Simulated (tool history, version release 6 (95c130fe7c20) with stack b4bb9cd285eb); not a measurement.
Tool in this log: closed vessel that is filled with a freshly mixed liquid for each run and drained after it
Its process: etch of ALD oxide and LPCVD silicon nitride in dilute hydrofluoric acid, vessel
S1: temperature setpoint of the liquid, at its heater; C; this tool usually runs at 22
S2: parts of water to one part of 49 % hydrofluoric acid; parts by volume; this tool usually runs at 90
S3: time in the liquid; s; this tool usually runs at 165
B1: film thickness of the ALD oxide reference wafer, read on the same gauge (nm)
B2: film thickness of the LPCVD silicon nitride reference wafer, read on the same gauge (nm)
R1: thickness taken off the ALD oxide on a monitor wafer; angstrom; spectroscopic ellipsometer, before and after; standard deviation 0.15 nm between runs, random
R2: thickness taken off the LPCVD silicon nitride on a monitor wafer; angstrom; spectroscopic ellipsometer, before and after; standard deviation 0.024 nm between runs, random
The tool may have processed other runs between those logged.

run 1 hour=0 | S1=25 S2=90 S3=225 | B1=40 B2=129.963 | R1=624.7 R2=17.52
run 2 hour=20.6 | S1=25 S2=90 S3=225 | B1=39.99 B2=130.038 | R1=625.8 R2=17.15
run 3 hour=34.1 | S1=22 S2=90 S3=165 | B1=40.02 B2=129.986 | R1=407.5 R2=9.69
run 4 hour=58.1 | S1=22 S2=90 S3=105 | B1=40 B2=129.982 | R1=258.5 R2=6.39
run 5 hour=72.4 | S1=26 S2=70 S3=200 | B1=39.96 B2=130 | R1=761 R2=19.86
run 6 hour=89 | S1=22 S2=90 S3=165 | B1=40.01 B2=129.998 | R1=408.1 R2=9.66
run 7 hour=115.6 | S1=20 S2=90 S3=220 | B1=40.01 B2=130.007 | R1=500.5 R2=12.66
-- hour=118.2 gauge calibrated
run 8 hour=140 | S1=18.5 S2=130 S3=200 | B1=40.01 B2=129.979 | R1=283.9 R2=6.73
run 9 hour=154.3 | S1=20.5 S2=75 S3=165 | B1=39.98 B2=130.011 | R1=469.8 R2=11.11
run 10 hour=176.2 | S1=22 S2=90 S3=165 | B1=39.96 B2=129.99 | R1=409.1 R2=10.34
run 11 hour=195.2 | S1=22 S2=120 S3=110 | B1=40.02 B2=130.021 | R1=197.9 R2=4.94
run 12 hour=208.8 | S1=20.5 S2=75 S3=165 | B1=40 B2=129.982 | R1=471.7 R2=11
run 13 hour=238.6 | S1=22 S2=90 S3=165 | B1=40.03 B2=130.028 | R1=409.7 R2=9.87
-- hour=337.3 thermometer replaced
run 14 hour=339.1 | S1=22 S2=90 S3=260 | B1=39.97 B2=130.022 | R1=608 R2=14.82
run 15 hour=361.2 | S1=17 S2=60 S3=235 | B1=39.95 B2=129.965 | R1=688.4 R2=13.89
run 16 hour=391.6 | S1=20.5 S2=60 S3=130 | B1=40.03 B2=130.023 | R1=444.8 R2=9.62
run 17 hour=425 | S1=25 S2=60 S3=165 | B1=40 B2=130.018 | R1=677.8 R2=17.48
run 18 hour=437.3 | S1=22 S2=75 S3=125 | B1=39.98 B2=129.992 | R1=359.1 R2=8.27
run 19 hour=469.6 | S1=22 S2=105 S3=165 | B1=39.99 B2=130.024 | R1=328.5 R2=8.06
run 20 hour=481.9 | S1=22 S2=60 S3=245 | B1=40 B2=129.986 | R1=897.7 R2=20.95
run 21 hour=499.5 | S1=22 S2=90 S3=165 | B1=40.02 B2=129.98 | R1=385.9 R2=9.04
run 22 hour=602.3 | S1=20 S2=90 S3=205 | B1=40 B2=129.994 | R1=443.5 R2=9.94
run 23 hour=616.4 | S1=17.5 S2=120 S3=190 | B1=39.98 B2=130.006 | R1=271 R2=6.02
run 24 hour=637.9 | S1=22 S2=90 S3=165 | B1=39.96 B2=130.005 | R1=386.9 R2=8.85

What does the tool deliver on the next run?
run 25 hour=665.5 | S1=18.5 S2=130 S3=200 | B1=? B2=? | R1=? R2=?

Run 25 gave B1 40.01, B2 130.023, R1 272.4 angstrom, R2 6.05 angstrom.
Take away the tool's hidden state, keep the run-to-run variation as it was, and the same run would have given R1 267.2 angstrom, R2 5.86 angstrom.

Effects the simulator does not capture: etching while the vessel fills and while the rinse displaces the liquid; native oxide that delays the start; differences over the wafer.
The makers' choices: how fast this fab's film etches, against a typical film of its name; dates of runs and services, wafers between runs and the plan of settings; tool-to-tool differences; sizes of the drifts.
